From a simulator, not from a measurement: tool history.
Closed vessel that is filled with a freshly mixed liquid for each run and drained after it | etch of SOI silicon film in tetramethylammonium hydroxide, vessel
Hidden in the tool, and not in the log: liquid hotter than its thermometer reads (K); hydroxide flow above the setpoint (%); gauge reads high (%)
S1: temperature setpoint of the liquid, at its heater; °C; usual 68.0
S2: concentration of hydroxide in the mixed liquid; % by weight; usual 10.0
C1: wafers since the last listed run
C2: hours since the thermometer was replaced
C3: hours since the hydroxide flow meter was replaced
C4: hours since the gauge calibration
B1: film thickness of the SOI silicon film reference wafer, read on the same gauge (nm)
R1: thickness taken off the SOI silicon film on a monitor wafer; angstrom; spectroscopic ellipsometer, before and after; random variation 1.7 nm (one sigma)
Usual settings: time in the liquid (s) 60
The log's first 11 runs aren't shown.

run 12 hour=153.6 | S1=68.0 S2=11.0 time_in_the_liquid_(s)=60 | C1=805 C2=74.3 C3=2183.3 C4=259.6 | B1=60.00 | R1=4282.9
run 13 hour=167.0 | S1=68.0 S2=10.0 time_in_the_liquid_(s)=60 | C1=1212 C2=87.7 C3=2196.7 C4=273.0 | B1=60.05 | R1=4442.7
run 14 hour=183.3 | S1=68.0 S2=8.0 time_in_the_liquid_(s)=70 | C1=1474 C2=104.0 C3=2213.0 C4=289.3 | B1=59.98 | R1=5621.2
run 15 hour=198.5 | S1=61.5 S2=10.0 time_in_the_liquid_(s)=60 | C1=1375 C2=119.2 C3=2228.2 C4=304.5 | B1=60.04 | R1=3050.9
run 16 hour=213.0 | S1=60.5 S2=11.5 time_in_the_liquid_(s)=60 | C1=1311 C2=133.7 C3=2242.7 C4=319.0 | B1=59.99 | R1=2709.5
-- hour=222.2 thermometer replaced, repeated, since the last time left the tool worse
run 17 hour=223.0 | S1=68.0 S2=7.0 time_in_the_liquid_(s)=45 | C1=814 C2=0.8 C3=2252.7 C4=329.0 | B1=60.02 | R1=3164.5
-- hour=238.8 hydroxide flow meter replaced
run 18 hour=239.3 | S1=73.5 S2=11.5 time_in_the_liquid_(s)=45 | C1=1384 C2=17.1 C3=0.5 C4=345.3 | B1=59.98 | R1=3708.8
run 19 hour=273.7 | S1=68.0 S2=10.0 time_in_the_liquid_(s)=40 | C1=3112 C2=51.5 C3=34.9 C4=379.7 | B1=59.95 | R1=2500.2
run 20 hour=285.8 | S1=68.0 S2=10.0 time_in_the_liquid_(s)=60 | C1=1094 C2=63.6 C3=47.0 C4=391.8 | B1=59.98 | R1=3763.9
run 21 hour=299.3 | S1=68.0 S2=10.0 time_in_the_liquid_(s)=60 | C1=1221 C2=77.1 C3=60.5 C4=405.3 | B1=60.01 | R1=3762.1
run 22 hour=311.3 | S1=73.5 S2=11.5 time_in_the_liquid_(s)=45 | C1=1085 C2=89.1 C3=72.5 C4=417.3 | B1=59.99 | R1=3731.7
run 23 hour=328.9 | S1=68.0 S2=8.5 time_in_the_liquid_(s)=60 | C1=1592 C2=106.7 C3=90.1 C4=434.9 | B1=59.99 | R1=3990.3
-- hour=344.6 gauge calibrated
run 24 hour=345.9 | S1=72.5 S2=11.5 time_in_the_liquid_(s)=75 | C1=1538 C2=123.7 C3=107.1 C4=1.3 | B1=59.95 | R1=5853.1
run 25 hour=359.0 | S1=72.5 S2=11.5 time_in_the_liquid_(s)=75 | C1=1185 C2=136.8 C3=120.2 C4=14.4 | B1=60.01 | R1=5879.5
run 26 hour=376.0 | S1=70.5 S2=11.5 time_in_the_liquid_(s)=40 | C1=1538 C2=153.8 C3=137.2 C4=31.4 | B1=60.06 | R1=2748.2
run 27 hour=389.5 | S1=68.0 S2=10.0 time_in_the_liquid_(s)=60 | C1=1221 C2=167.3 C3=150.7 C4=44.9 | B1=60.02 | R1=3779.2
run 28 hour=398.3 | S1=65.0 S2=10.0 time_in_the_liquid_(s)=45 | C1=796 C2=176.1 C3=159.5 C4=53.7 | B1=60.00 | R1=2389.6
run 29 hour=413.3 | S1=73.5 S2=9.0 time_in_the_liquid_(s)=35 | C1=1357 C2=191.1 C3=174.5 C4=68.7 | B1=59.98 | R1=3175.0
run 30 hour=421.3 | S1=72.5 S2=11.5 time_in_the_liquid_(s)=75 | C1=723 C2=199.1 C3=182.5 C4=76.7 | B1=59.97 | R1=5846.6
run 31 hour=427.5 | S1=61.5 S2=7.0 time_in_the_liquid_(s)=75 | C1=560 C2=205.3 C3=188.7 C4=82.9 | B1=60.01 | R1=3627.2
run 32 hour=442.1 | S1=65.5 S2=10.0 time_in_the_liquid_(s)=60 | C1=1320 C2=219.9 C3=203.3 C4=97.5 | B1=60.01 | R1=3250.6
run 33 hour=452.9 | S1=68.0 S2=9.0 time_in_the_liquid_(s)=60 | C1=977 C2=230.7 C3=214.1 C4=108.3 | B1=60.03 | R1=3946.0
run 34 hour=469.0 | S1=73.0 S2=12.0 time_in_the_liquid_(s)=80 | C1=1456 C2=246.8 C3=230.2 C4=124.4 | B1=59.97 | R1=6353.0

Forecast each of these 4 alternatives for the next run:
run A hour=469.7 | S1=68.0 S2=10.0 time_in_the_liquid_(s)=30 | C1=63 C2=247.5 C3=230.9 C4=125.1 | B1=? | R1=?
run B hour=469.7 | S1=64.0 S2=12.0 time_in_the_liquid_(s)=30 | C1=63 C2=247.5 C3=230.9 C4=125.1 | B1=? | R1=?
run C hour=469.7 | S1=74.0 S2=12.5 time_in_the_liquid_(s)=75 | C1=63 C2=247.5 C3=230.9 C4=125.1 | B1=? | R1=?
run D hour=469.7 | S1=72.0 S2=9.0 time_in_the_liquid_(s)=80 | C1=63 C2=247.5 C3=230.9 C4=125.1 | B1=? | R1=?

run=A B1=60.00 R1=1904.2
run=B B1=60.00 R1=1403.4
run=C B1=60.00 R1=6215.1
run=D B1=60.00 R1=6687.9
Without the tool's hidden state the same runs would have given:
run=A R1=1846.4
run=B R1=1359.8
run=C R1=6032.7
run=D R1=6489.4
